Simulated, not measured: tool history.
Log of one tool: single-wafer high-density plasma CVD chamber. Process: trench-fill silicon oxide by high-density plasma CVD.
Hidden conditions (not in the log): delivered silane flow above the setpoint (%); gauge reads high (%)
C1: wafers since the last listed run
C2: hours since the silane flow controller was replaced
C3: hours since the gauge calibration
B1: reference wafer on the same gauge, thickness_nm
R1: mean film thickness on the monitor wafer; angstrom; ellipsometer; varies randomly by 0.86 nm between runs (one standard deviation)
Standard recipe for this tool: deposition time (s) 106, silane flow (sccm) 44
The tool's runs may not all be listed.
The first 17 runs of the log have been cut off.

{"run": 18, "day": 10.367, "deposition time (s)": 106, "silane flow (sccm)": 53, "C1": 124, "C2": 3009.4, "C3": 108.8, "B1": 433.949, "R1": 5195.54}
{"run": 19, "day": 10.658, "deposition time (s)": 93, "silane flow (sccm)": 50, "C1": 106, "C2": 3016.4, "C3": 115.8, "B1": 434.149, "R1": 4289.47}
{"run": 20, "day": 11.05, "deposition time (s)": 90, "silane flow (sccm)": 40, "C1": 142, "C2": 3025.8, "C3": 125.2, "B1": 433.956, "R1": 3330.85}
{"run": 21, "day": 11.458, "deposition time (s)": 85, "silane flow (sccm)": 50, "C1": 148, "C2": 3035.6, "C3": 135, "B1": 434.006, "R1": 3926.61}
{"run": 22, "day": 12.1, "deposition time (s)": 92, "silane flow (sccm)": 39, "C1": 233, "C2": 3051, "C3": 150.4, "B1": 434.032, "R1": 3305.94}
{"run": 23, "day": 12.812, "deposition time (s)": 106, "silane flow (sccm)": 44, "C1": 259, "C2": 3068.1, "C3": 167.5, "B1": 433.87, "R1": 4316.72}
{"run": 24, "day": 13.108, "deposition time (s)": 106, "silane flow (sccm)": 44, "C1": 107, "C2": 3075.2, "C3": 174.6, "B1": 433.869, "R1": 4298.06}
{"run": 25, "day": 13.667, "deposition time (s)": 106, "silane flow (sccm)": 44, "C1": 203, "C2": 3088.6, "C3": 188, "B1": 433.864, "R1": 4294.55}
{"day": 14.371, "done": "silane flow controller replaced"}
{"run": 26, "day": 14.392, "deposition time (s)": 87, "silane flow (sccm)": 52, "C1": 142, "C2": 0.5, "C3": 205.4, "B1": 434.04, "R1": 4474.49}
{"run": 27, "day": 14.946, "deposition time (s)": 94, "silane flow (sccm)": 38, "C1": 202, "C2": 13.8, "C3": 218.7, "B1": 433.829, "R1": 3525.67}
{"run": 28, "day": 15.654, "deposition time (s)": 96, "silane flow (sccm)": 47, "C1": 258, "C2": 30.8, "C3": 235.7, "B1": 433.938, "R1": 4458.43}
{"run": 29, "day": 16.129, "deposition time (s)": 106, "silane flow (sccm)": 44, "C1": 173, "C2": 42.2, "C3": 247.1, "B1": 434.157, "R1": 4616.98}
{"run": 30, "day": 16.804, "deposition time (s)": 92, "silane flow (sccm)": 39, "C1": 246, "C2": 58.4, "C3": 263.3, "B1": 433.999, "R1": 3549.93}
{"run": 31, "day": 17.221, "deposition time (s)": 90, "silane flow (sccm)": 47, "C1": 151, "C2": 68.4, "C3": 273.3, "B1": 434.043, "R1": 4171.51}
{"run": 32, "day": 17.95, "deposition time (s)": 106, "silane flow (sccm)": 44, "C1": 265, "C2": 85.9, "C3": 290.8, "B1": 434.029, "R1": 4626.09}
{"run": 33, "day": 18.329, "deposition time (s)": 106, "silane flow (sccm)": 44, "C1": 138, "C2": 95, "C3": 299.9, "B1": 434.007, "R1": 4600.94}
{"run": 34, "day": 18.671, "deposition time (s)": 93, "silane flow (sccm)": 41, "C1": 124, "C2": 103.2, "C3": 308.1, "B1": 433.965, "R1": 3781.08}

Here are 5 independent what-if runs from the current tool condition. What would each one return?
{"run": "A", "day": 18.688, "deposition time (s)": 106, "silane flow (sccm)": 44, "C1": 6, "C2": 103.6, "C3": 308.5, "B1": "?", "R1": "?"}
{"run": "B", "day": 18.688, "deposition time (s)": 123, "silane flow (sccm)": 51, "C1": 6, "C2": 103.6, "C3": 308.5, "B1": "?", "R1": "?"}
{"run": "C", "day": 18.688, "deposition time (s)": 89, "silane flow (sccm)": 48, "C1": 6, "C2": 103.6, "C3": 308.5, "B1": "?", "R1": "?"}
{"run": "D", "day": 18.688, "deposition time (s)": 120, "silane flow (sccm)": 47, "C1": 6, "C2": 103.6, "C3": 308.5, "B1": "?", "R1": "?"}
{"run": "E", "day": 18.688, "deposition time (s)": 123, "silane flow (sccm)": 36, "C1": 6, "C2": 103.6, "C3": 308.5, "B1": "?", "R1": "?"}

run=A B1=433.933 R1=4608.23
run=B B1=433.933 R1=6197.99
run=C B1=433.933 R1=4220.92
run=D B1=433.933 R1=5572.56
run=E B1=433.933 R1=4375.05
The same runs, with their run-to-run variation unchanged, on a tool lacking any hidden condition would have given:
run=A R1=4581.95
run=B R1=6162.64
run=C R1=4196.85
run=D R1=5540.78
run=E R1=4350.1
